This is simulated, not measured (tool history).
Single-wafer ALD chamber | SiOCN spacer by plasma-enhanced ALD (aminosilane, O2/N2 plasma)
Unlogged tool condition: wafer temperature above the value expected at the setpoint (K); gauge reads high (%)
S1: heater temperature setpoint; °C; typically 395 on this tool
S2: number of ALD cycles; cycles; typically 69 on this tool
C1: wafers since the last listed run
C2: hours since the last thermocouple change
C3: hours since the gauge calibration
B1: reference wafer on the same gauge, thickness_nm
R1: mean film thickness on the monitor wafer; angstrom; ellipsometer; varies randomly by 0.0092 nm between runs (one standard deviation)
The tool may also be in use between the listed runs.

run	hour	S1	S2	C1	C2	C3	B1	R1
1	0	398	69	0	1686.7	862.3	3.008	37.33
# hour 43.7: thermocouple changed; heater temperature recalibrated
2	67.4	395	72	307	23.7	929.7	3.013	39.1
3	114.1	395	69	241	70.4	976.4	3.017	37.63
4	138.2	395	69	124	94.5	1000.5	3.019	37.47
5	189.1	395	69	263	145.4	1051.4	3.021	37.66
6	218.3	395	69	151	174.6	1080.6	3.02	37.74
7	271.4	388	69	274	227.7	1133.7	3.027	37.64
8	340.5	388	69	357	296.8	1202.8	3.027	37.68
9	369.6	387	69	150	325.9	1231.9	3.03	37.68
10	441.4	387	69	371	397.7	1303.7	3.031	37.83
11	618	387	69	913	574.3	1480.3	3.04	37.95
12	677.8	395	69	309	634.1	1540.1	3.042	37.85
13	746.2	395	69	353	702.5	1608.5	3.047	37.87
14	816.2	395	69	362	772.5	1678.5	3.049	38.01
15	884.1	395	69	351	840.4	1746.4	3.054	38.02
16	938.3	395	74	280	894.6	1800.6	3.056	40.61
17	975.5	395	74	192	931.8	1837.8	3.06	40.82
18	1012.2	384	69	189	968.5	1874.5	3.062	38.22
19	1083.3	384	69	367	1039.6	1945.6	3.064	38.1
# hour 1095.6: gauge calibrated
20	1152.4	402	65	357	1108.7	56.8	2.972	34.55
21	1196.4	384	62	227	1152.7	100.8	2.974	33.31
22	1249.4	395	69	274	1205.7	153.8	2.974	36.94
23	1291.9	409	63	219	1248.2	196.3	2.976	32.77
24	1351.7	395	69	309	1308	256.1	2.98	37.18
25	1395.7	387	62	227	1352	300.1	2.985	33.44
26	1432	395	69	187	1388.3	336.4	2.984	37.24
27	1490.3	395	69	301	1446.6	394.7	2.987	37.17
# hour 1510.8: thermocouple changed; heater temperature recalibrated
28	1529.7	405	59	162	18.9	434.1	2.988	31.24
29	1590.3	395	69	313	79.5	494.7	2.99	37.24
30	1624.5	395	57	176	113.7	528.9	2.994	30.71
31	1648.6	382	59	124	137.8	553	2.995	31.69
32	1709	381	69	312	198.2	613.4	2.996	37.22
33	1754.2	395	69	233	243.4	658.6	3	37.39
34	1811.9	395	69	298	301.1	716.3	3.005	37.36
35	1875.7	389	80	329	364.9	780.1	3.005	43.32
36	1909.4	390	73	174	398.6	813.8	3.006	39.72
37	1947.1	395	81	194	436.3	851.5	3.009	44.08
38	1987.5	405	60	208	476.7	891.9	3.009	31.97
39	2122.6	382	59	698	611.8	1027	3.016	32.19

How the hidden state differs across the entries between the runs, from the last listed run before each to the first after it:
In the gap between runs 1 and 2: thermocouple changed; heater temperature recalibrated (hour 43.7)
  gauge reads high (%): 1.38 -> 1.49
  measured minus no-state result, R1: +0.51 -> +0.57 angstrom
In the gap between runs 19 and 20: gauge calibrated (hour 1095.6)
  gauge reads high (%): 3.15 -> 0.0144
  measured minus no-state result, R1: +1.17 -> +0.01 angstrom
In the gap between runs 27 and 28: thermocouple changed; heater temperature recalibrated (hour 1510.8)
  gauge reads high (%): 0.566 -> 0.631
  measured minus no-state result, R1: +0.21 -> +0.2 angstrom
